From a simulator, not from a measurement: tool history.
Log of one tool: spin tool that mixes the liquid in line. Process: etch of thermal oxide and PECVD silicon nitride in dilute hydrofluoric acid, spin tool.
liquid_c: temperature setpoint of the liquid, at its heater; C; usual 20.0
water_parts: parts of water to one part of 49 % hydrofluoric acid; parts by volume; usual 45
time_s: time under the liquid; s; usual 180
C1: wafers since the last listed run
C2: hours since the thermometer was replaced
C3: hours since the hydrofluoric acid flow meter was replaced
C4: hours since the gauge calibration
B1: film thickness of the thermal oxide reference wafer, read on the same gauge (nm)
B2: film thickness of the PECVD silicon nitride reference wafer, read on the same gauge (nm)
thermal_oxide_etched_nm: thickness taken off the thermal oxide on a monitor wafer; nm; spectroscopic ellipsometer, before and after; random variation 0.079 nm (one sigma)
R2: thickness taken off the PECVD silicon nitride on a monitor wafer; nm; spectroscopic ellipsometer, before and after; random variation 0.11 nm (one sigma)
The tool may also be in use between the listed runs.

{"run": 1, "hour": 0.0, "liquid_c": 20.0, "water_parts": 45, "time_s": 180, "C1": 0, "C2": 2549.0, "C3": 816.1, "C4": 336.1, "B1": 70.01, "B2": 100.02, "thermal_oxide_etched_nm": 13.16, "R2": 14.96}
{"run": 2, "hour": 15.6, "liquid_c": 20.0, "water_parts": 45, "time_s": 180, "C1": 135, "C2": 2564.6, "C3": 831.7, "C4": 351.7, "B1": 70.01, "B2": 99.99, "thermal_oxide_etched_nm": 13.17, "R2": 14.71}
{"run": 3, "hour": 26.6, "liquid_c": 20.0, "water_parts": 45, "time_s": 180, "C1": 95, "C2": 2575.6, "C3": 842.7, "C4": 362.7, "B1": 70.02, "B2": 100.03, "thermal_oxide_etched_nm": 13.4, "R2": 14.7}
{"run": 4, "hour": 41.3, "liquid_c": 20.0, "water_parts": 45, "time_s": 180, "C1": 128, "C2": 2590.3, "C3": 857.4, "C4": 377.4, "B1": 70.01, "B2": 99.99, "thermal_oxide_etched_nm": 13.25, "R2": 14.53}
{"run": 5, "hour": 50.3, "liquid_c": 17.0, "water_parts": 45, "time_s": 260, "C1": 78, "C2": 2599.3, "C3": 866.4, "C4": 386.4, "B1": 70.01, "B2": 99.98, "thermal_oxide_etched_nm": 16.8, "R2": 17.2}
{"run": 6, "hour": 62.1, "liquid_c": 20.0, "water_parts": 45, "time_s": 115, "C1": 102, "C2": 2611.1, "C3": 878.2, "C4": 398.2, "B1": 69.99, "B2": 99.98, "thermal_oxide_etched_nm": 8.54, "R2": 9.4}
{"run": 7, "hour": 70.8, "liquid_c": 17.5, "water_parts": 55, "time_s": 80, "C1": 75, "C2": 2619.8, "C3": 886.9, "C4": 406.9, "B1": 70.01, "B2": 100.0, "thermal_oxide_etched_nm": 4.24, "R2": 4.55}
{"run": 8, "hour": 88.2, "liquid_c": 20.0, "water_parts": 60, "time_s": 180, "C1": 151, "C2": 2637.2, "C3": 904.3, "C4": 424.3, "B1": 70.02, "B2": 100.02, "thermal_oxide_etched_nm": 9.59, "R2": 11.2}
{"hour": 106.0, "done": "thermometer replaced"}
{"run": 9, "hour": 138.6, "liquid_c": 22.5, "water_parts": 60, "time_s": 250, "C1": 430, "C2": 32.6, "C3": 954.7, "C4": 474.7, "B1": 69.97, "B2": 100.0, "thermal_oxide_etched_nm": 14.85, "R2": 18.1}
{"hour": 154.3, "done": "hydrofluoric acid flow meter replaced"}
{"run": 10, "hour": 156.4, "liquid_c": 21.5, "water_parts": 55, "time_s": 180, "C1": 146, "C2": 50.4, "C3": 2.1, "C4": 492.5, "B1": 70.0, "B2": 100.01, "thermal_oxide_etched_nm": 12.88, "R2": 15.0}
{"run": 11, "hour": 163.8, "liquid_c": 20.0, "water_parts": 45, "time_s": 75, "C1": 64, "C2": 57.8, "C3": 9.5, "C4": 499.9, "B1": 70.03, "B2": 99.99, "thermal_oxide_etched_nm": 6.21, "R2": 6.82}
{"run": 12, "hour": 178.5, "liquid_c": 17.0, "water_parts": 55, "time_s": 180, "C1": 128, "C2": 72.5, "C3": 24.2, "C4": 514.6, "B1": 70.0, "B2": 100.04, "thermal_oxide_etched_nm": 10.43, "R2": 10.86}
{"run": 13, "hour": 193.3, "liquid_c": 24.5, "water_parts": 45, "time_s": 245, "C1": 128, "C2": 87.3, "C3": 39.0, "C4": 529.4, "B1": 69.97, "B2": 100.0, "thermal_oxide_etched_nm": 24.58, "R2": 30.31}
{"hour": 200.2, "done": "gauge calibrated"}
{"run": 14, "hour": 200.3, "liquid_c": 17.0, "water_parts": 45, "time_s": 180, "C1": 60, "C2": 94.3, "C3": 46.0, "C4": 0.1, "B1": 69.99, "B2": 100.01, "thermal_oxide_etched_nm": 13.01, "R2": 13.07}
{"run": 15, "hour": 217.0, "liquid_c": 20.0, "water_parts": 45, "time_s": 180, "C1": 145, "C2": 111.0, "C3": 62.7, "C4": 16.8, "B1": 70.05, "B2": 100.0, "thermal_oxide_etched_nm": 14.7, "R2": 16.24}
{"run": 16, "hour": 226.5, "liquid_c": 24.0, "water_parts": 45, "time_s": 80, "C1": 82, "C2": 120.5, "C3": 72.2, "C4": 26.3, "B1": 70.01, "B2": 99.97, "thermal_oxide_etched_nm": 7.75, "R2": 9.47}
{"run": 17, "hour": 243.4, "liquid_c": 23.5, "water_parts": 45, "time_s": 180, "C1": 147, "C2": 137.4, "C3": 89.1, "C4": 43.2, "B1": 70.02, "B2": 99.99, "thermal_oxide_etched_nm": 16.89, "R2": 20.47}
{"run": 18, "hour": 250.0, "liquid_c": 20.0, "water_parts": 45, "time_s": 180, "C1": 57, "C2": 144.0, "C3": 95.7, "C4": 49.8, "B1": 70.03, "B2": 100.01, "thermal_oxide_etched_nm": 14.67, "R2": 16.24}
{"run": 19, "hour": 256.7, "liquid_c": 17.0, "water_parts": 45, "time_s": 125, "C1": 58, "C2": 150.7, "C3": 102.4, "C4": 56.5, "B1": 70.0, "B2": 100.0, "thermal_oxide_etched_nm": 8.97, "R2": 9.01}
{"run": 20, "hour": 268.7, "liquid_c": 22.0, "water_parts": 60, "time_s": 245, "C1": 104, "C2": 162.7, "C3": 114.4, "C4": 68.5, "B1": 69.98, "B2": 99.99, "thermal_oxide_etched_nm": 16.06, "R2": 18.94}
{"run": 21, "hour": 281.2, "liquid_c": 17.0, "water_parts": 55, "time_s": 75, "C1": 108, "C2": 175.2, "C3": 126.9, "C4": 81.0, "B1": 70.02, "B2": 99.98, "thermal_oxide_etched_nm": 4.34, "R2": 4.48}
{"run": 22, "hour": 287.5, "liquid_c": 24.5, "water_parts": 45, "time_s": 280, "C1": 54, "C2": 181.5, "C3": 133.2, "C4": 87.3, "B1": 70.0, "B2": 99.97, "thermal_oxide_etched_nm": 27.06, "R2": 33.69}
{"run": 23, "hour": 299.7, "liquid_c": 17.0, "water_parts": 35, "time_s": 150, "C1": 106, "C2": 193.7, "C3": 145.4, "C4": 99.5, "B1": 70.01, "B2": 100.0, "thermal_oxide_etched_nm": 13.88, "R2": 13.76}
{"run": 24, "hour": 314.3, "liquid_c": 19.0, "water_parts": 45, "time_s": 180, "C1": 127, "C2": 208.3, "C3": 160.0, "C4": 114.1, "B1": 69.96, "B2": 100.01, "thermal_oxide_etched_nm": 13.87, "R2": 14.97}
{"run": 25, "hour": 321.0, "liquid_c": 20.0, "water_parts": 45, "time_s": 240, "C1": 58, "C2": 215.0, "C3": 166.7, "C4": 120.8, "B1": 70.01, "B2": 99.99, "thermal_oxide_etched_nm": 19.44, "R2": 21.09}

5 ways to go on from here, each from the tool as it stands after run 25. What would each give?
{"run": "A", "hour": 321.5, "liquid_c": 20.0, "water_parts": 45, "time_s": 180, "C1": 4, "C2": 215.5, "C3": 167.2, "C4": 121.3, "B1": "?", "B2": "?", "thermal_oxide_etched_nm": "?", "R2": "?"}
{"run": "B", "hour": 321.5, "liquid_c": 23.0, "water_parts": 35, "time_s": 115, "C1": 4, "C2": 215.5, "C3": 167.2, "C4": 121.3, "B1": "?", "B2": "?", "thermal_oxide_etched_nm": "?", "R2": "?"}
{"run": "C", "hour": 321.5, "liquid_c": 18.0, "water_parts": 60, "time_s": 215, "C1": 4, "C2": 215.5, "C3": 167.2, "C4": 121.3, "B1": "?", "B2": "?", "thermal_oxide_etched_nm": "?", "R2": "?"}
{"run": "D", "hour": 321.5, "liquid_c": 17.0, "water_parts": 65, "time_s": 230, "C1": 4, "C2": 215.5, "C3": 167.2, "C4": 121.3, "B1": "?", "B2": "?", "thermal_oxide_etched_nm": "?", "R2": "?"}
{"run": "E", "hour": 321.5, "liquid_c": 24.0, "water_parts": 35, "time_s": 180, "C1": 4, "C2": 215.5, "C3": 167.2, "C4": 121.3, "B1": "?", "B2": "?", "thermal_oxide_etched_nm": "?", "R2": "?"}

run=A B1=70.04 B2=100.06 thermal_oxide_etched_nm=14.64 R2=16.14
run=B B1=70.04 B2=100.06 thermal_oxide_etched_nm=13.83 R2=16.18
run=C B1=70.04 B2=100.06 thermal_oxide_etched_nm=11.83 R2=12.67
run=D B1=70.04 B2=100.06 thermal_oxide_etched_nm=11.12 R2=11.69
run=E B1=70.04 B2=100.06 thermal_oxide_etched_nm=22.57 R2=27.12
Without the tool's hidden state the same runs would have given:
run=A thermal_oxide_etched_nm=15.12 R2=16.62
run=B thermal_oxide_etched_nm=14.28 R2=16.67
run=C thermal_oxide_etched_nm=12.22 R2=13.05
run=D thermal_oxide_etched_nm=11.49 R2=12.04
run=E thermal_oxide_etched_nm=23.30 R2=27.93
